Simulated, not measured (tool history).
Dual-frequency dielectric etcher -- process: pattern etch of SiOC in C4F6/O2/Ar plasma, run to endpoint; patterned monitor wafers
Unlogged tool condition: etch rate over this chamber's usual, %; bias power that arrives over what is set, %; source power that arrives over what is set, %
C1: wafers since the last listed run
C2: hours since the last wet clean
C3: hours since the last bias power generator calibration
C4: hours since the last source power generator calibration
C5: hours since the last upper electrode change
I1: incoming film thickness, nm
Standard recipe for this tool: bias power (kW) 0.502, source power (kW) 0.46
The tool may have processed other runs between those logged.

{"run": 1, "hour": 0.0, "bias power (kW)": 0.477, "source power (kW)": 0.46, "C1": 0, "C2": 361.6, "C3": 388, "C4": 2065.2, "C5": 5232.1, "I1": 34.73, "endpoint time (s)": 11.1}
{"run": 2, "hour": 63.1, "bias power (kW)": 0.477, "source power (kW)": 0.46, "C1": 878, "C2": 424.7, "C3": 451.1, "C4": 2128.3, "C5": 5295.2, "I1": 34.28, "endpoint time (s)": 11}
{"run": 3, "hour": 125.3, "bias power (kW)": 0.502, "source power (kW)": 0.48, "C1": 866, "C2": 486.9, "C3": 513.3, "C4": 2190.5, "C5": 5357.4, "I1": 34.41, "endpoint time (s)": 10.7}
{"hour": 208.9, "done": "source power generator calibrated"}
{"run": 4, "hour": 226.8, "bias power (kW)": 0.539, "source power (kW)": 0.46, "C1": 1358, "C2": 588.4, "C3": 614.8, "C4": 17.9, "C5": 5458.9, "I1": 34.7, "endpoint time (s)": 10.7}
{"hour": 276.1, "done": "wet clean of the chamber"}
{"run": 5, "hour": 330.9, "bias power (kW)": 0.539, "source power (kW)": 0.46, "C1": 1115, "C2": 54.8, "C3": 718.9, "C4": 122, "C5": 5563, "I1": 34.48, "endpoint time (s)": 10.8}
{"hour": 590.0, "done": "upper electrode replaced"}
{"run": 6, "hour": 611.9, "bias power (kW)": 0.6, "source power (kW)": 0.43, "C1": 3579, "C2": 335.8, "C3": 999.9, "C4": 403, "C5": 21.9, "I1": 34.67, "endpoint time (s)": 10.7}
{"run": 7, "hour": 716.1, "bias power (kW)": 0.6, "source power (kW)": 0.43, "C1": 1451, "C2": 440, "C3": 1104.1, "C4": 507.2, "C5": 126.1, "I1": 34.32, "endpoint time (s)": 10.7}
{"run": 8, "hour": 753.2, "bias power (kW)": 0.6, "source power (kW)": 0.43, "C1": 516, "C2": 477.1, "C3": 1141.2, "C4": 544.3, "C5": 163.2, "I1": 34.32, "endpoint time (s)": 10.7}
{"hour": 790.7, "done": "wet clean of the chamber, repeated, since the last time left the tool worse"}
{"run": 9, "hour": 821.1, "bias power (kW)": 0.502, "source power (kW)": 0.46, "C1": 611, "C2": 30.4, "C3": 1209.1, "C4": 612.2, "C5": 231.1, "I1": 34.31, "endpoint time (s)": 10.8}
{"run": 10, "hour": 911.3, "bias power (kW)": 0.502, "source power (kW)": 0.46, "C1": 1256, "C2": 120.6, "C3": 1299.3, "C4": 702.4, "C5": 321.3, "I1": 34.21, "endpoint time (s)": 10.8}
{"run": 11, "hour": 961.1, "bias power (kW)": 0.502, "source power (kW)": 0.46, "C1": 693, "C2": 170.4, "C3": 1349.1, "C4": 752.2, "C5": 371.1, "I1": 34.15, "endpoint time (s)": 10.5}
{"run": 12, "hour": 1023.1, "bias power (kW)": 0.502, "source power (kW)": 0.46, "C1": 863, "C2": 232.4, "C3": 1411.1, "C4": 814.2, "C5": 433.1, "I1": 34.35, "endpoint time (s)": 10.8}
{"run": 13, "hour": 1116.8, "bias power (kW)": 0.502, "source power (kW)": 0.46, "C1": 1305, "C2": 326.1, "C3": 1504.8, "C4": 907.9, "C5": 526.8, "I1": 34.18, "endpoint time (s)": 10.7}
{"run": 14, "hour": 1180.1, "bias power (kW)": 0.502, "source power (kW)": 0.46, "C1": 881, "C2": 389.4, "C3": 1568.1, "C4": 971.2, "C5": 590.1, "I1": 34.19, "endpoint time (s)": 10.7}
{"run": 15, "hour": 1239.0, "bias power (kW)": 0.535, "source power (kW)": 0.53, "C1": 820, "C2": 448.3, "C3": 1627, "C4": 1030.1, "C5": 649, "I1": 34.3, "endpoint time (s)": 10.2}
{"run": 16, "hour": 1288.5, "bias power (kW)": 0.502, "source power (kW)": 0.46, "C1": 689, "C2": 497.8, "C3": 1676.5, "C4": 1079.6, "C5": 698.5, "I1": 34.06, "endpoint time (s)": 10.8}
{"hour": 1448.3, "done": "bias power generator calibrated"}
{"hour": 1449.2, "done": "wet clean of the chamber"}
{"run": 17, "hour": 1496.1, "bias power (kW)": 0.454, "source power (kW)": 0.52, "C1": 2822, "C2": 46.9, "C3": 47.8, "C4": 1287.2, "C5": 906.1, "I1": 34.2, "endpoint time (s)": 10.6}
{"run": 18, "hour": 1561.1, "bias power (kW)": 0.4, "source power (kW)": 0.36, "C1": 905, "C2": 111.9, "C3": 112.8, "C4": 1352.2, "C5": 971.1, "I1": 34.13, "endpoint time (s)": 12.1}
{"run": 19, "hour": 1600.4, "bias power (kW)": 0.502, "source power (kW)": 0.46, "C1": 547, "C2": 151.2, "C3": 152.1, "C4": 1391.5, "C5": 1010.4, "I1": 34.42, "endpoint time (s)": 10.7}
{"run": 20, "hour": 1681.3, "bias power (kW)": 0.541, "source power (kW)": 0.42, "C1": 1126, "C2": 232.1, "C3": 233, "C4": 1472.4, "C5": 1091.3, "I1": 34.56, "endpoint time (s)": 10.6}
{"run": 21, "hour": 1750.2, "bias power (kW)": 0.502, "source power (kW)": 0.46, "C1": 959, "C2": 301, "C3": 301.9, "C4": 1541.3, "C5": 1160.2, "I1": 34.15, "endpoint time (s)": 10.6}
{"run": 22, "hour": 1843.6, "bias power (kW)": 0.607, "source power (kW)": 0.57, "C1": 1301, "C2": 394.4, "C3": 395.3, "C4": 1634.7, "C5": 1253.6, "I1": 34.17, "endpoint time (s)": 9.4}
{"run": 23, "hour": 1896.7, "bias power (kW)": 0.379, "source power (kW)": 0.38, "C1": 739, "C2": 447.5, "C3": 448.4, "C4": 1687.8, "C5": 1306.7, "I1": 34.35, "endpoint time (s)": 12.5}
{"run": 24, "hour": 1950.8, "bias power (kW)": 0.502, "source power (kW)": 0.46, "C1": 753, "C2": 501.6, "C3": 502.5, "C4": 1741.9, "C5": 1360.8, "I1": 34.48, "endpoint time (s)": 10.8}
{"run": 25, "hour": 2035.5, "bias power (kW)": 0.502, "source power (kW)": 0.46, "C1": 1179, "C2": 586.3, "C3": 587.2, "C4": 1826.6, "C5": 1445.5, "I1": 34.48, "endpoint time (s)": 10.8}
{"hour": 2113.3, "done": "wet clean of the chamber"}
{"run": 26, "hour": 2113.8, "bias power (kW)": 0.422, "source power (kW)": 0.5, "C1": 756, "C2": 0.5, "C3": 665.5, "C4": 1904.9, "C5": 1523.8, "I1": 34.25, "endpoint time (s)": 11.1}
{"hour": 2192.0, "done": "source power generator calibrated"}
{"run": 27, "hour": 2218.6, "bias power (kW)": 0.455, "source power (kW)": 0.38, "C1": 1404, "C2": 105.3, "C3": 770.3, "C4": 26.6, "C5": 1628.6, "I1": 34.45, "endpoint time (s)": 11.4}
{"run": 28, "hour": 2315.9, "bias power (kW)": 0.397, "source power (kW)": 0.57, "C1": 1355, "C2": 202.6, "C3": 867.6, "C4": 123.9, "C5": 1725.9, "I1": 34.48, "endpoint time (s)": 11.2}
{"run": 29, "hour": 2394.6, "bias power (kW)": 0.502, "source power (kW)": 0.46, "C1": 1096, "C2": 281.3, "C3": 946.3, "C4": 202.6, "C5": 1804.6, "I1": 34.08, "endpoint time (s)": 10.6}
{"run": 30, "hour": 2438.7, "bias power (kW)": 0.591, "source power (kW)": 0.46, "C1": 614, "C2": 325.4, "C3": 990.4, "C4": 246.7, "C5": 1848.7, "I1": 34.5, "endpoint time (s)": 10.1}
{"run": 31, "hour": 2539.7, "bias power (kW)": 0.416, "source power (kW)": 0.54, "C1": 1406, "C2": 426.4, "C3": 1091.4, "C4": 347.7, "C5": 1949.7, "I1": 34.2, "endpoint time (s)": 11.2}
{"run": 32, "hour": 2634.7, "bias power (kW)": 0.502, "source power (kW)": 0.41, "C1": 1323, "C2": 521.4, "C3": 1186.4, "C4": 442.7, "C5": 2044.7, "I1": 34.26, "endpoint time (s)": 11}
{"run": 33, "hour": 2703.4, "bias power (kW)": 0.612, "source power (kW)": 0.46, "C1": 956, "C2": 590.1, "C3": 1255.1, "C4": 511.4, "C5": 2113.4, "I1": 34.17, "endpoint time (s)": 9.9}
{"run": 34, "hour": 2808.9, "bias power (kW)": 0.502, "source power (kW)": 0.46, "C1": 1469, "C2": 695.6, "C3": 1360.6, "C4": 616.9, "C5": 2218.9, "I1": 34.23, "endpoint time (s)": 10.9}
{"hour": 2876.5, "done": "wet clean of the chamber"}
{"run": 35, "hour": 2877.0, "bias power (kW)": 0.376, "source power (kW)": 0.58, "C1": 614, "C2": 0.5, "C3": 1428.7, "C4": 685, "C5": 2287, "I1": 34.34, "endpoint time (s)": 11.3}
{"run": 36, "hour": 2920.0, "bias power (kW)": 0.388, "source power (kW)": 0.55, "C1": 598, "C2": 43.5, "C3": 1471.7, "C4": 728, "C5": 2330, "I1": 34.39, "endpoint time (s)": 11.2}

What if the next run were any one of these 3? Each begins from the tool's condition after run 36:
{"run": "A", "hour": 2920.4, "bias power (kW)": 0.502, "source power (kW)": 0.46, "C1": 5, "C2": 43.9, "C3": 1472.1, "C4": 728.4, "C5": 2330.4, "I1": 34.37, "endpoint time (s)": "?"}
{"run": "B", "hour": 2920.4, "bias power (kW)": 0.601, "source power (kW)": 0.54, "C1": 5, "C2": 43.9, "C3": 1472.1, "C4": 728.4, "C5": 2330.4, "I1": 34.37, "endpoint time (s)": "?"}
{"run": "C", "hour": 2920.4, "bias power (kW)": 0.457, "source power (kW)": 0.34, "C1": 5, "C2": 43.9, "C3": 1472.1, "C4": 728.4, "C5": 2330.4, "I1": 34.37, "endpoint time (s)": "?"}

run=A endpoint_time_(s)=10.7
run=B endpoint_time_(s)=9.7
run=C endpoint_time_(s)=11.7
With the hidden condition removed and each run's random variation left untouched, the same runs would have given:
run=A endpoint_time_(s)=10.7
run=B endpoint_time_(s)=9.6
run=C endpoint_time_(s)=11.7

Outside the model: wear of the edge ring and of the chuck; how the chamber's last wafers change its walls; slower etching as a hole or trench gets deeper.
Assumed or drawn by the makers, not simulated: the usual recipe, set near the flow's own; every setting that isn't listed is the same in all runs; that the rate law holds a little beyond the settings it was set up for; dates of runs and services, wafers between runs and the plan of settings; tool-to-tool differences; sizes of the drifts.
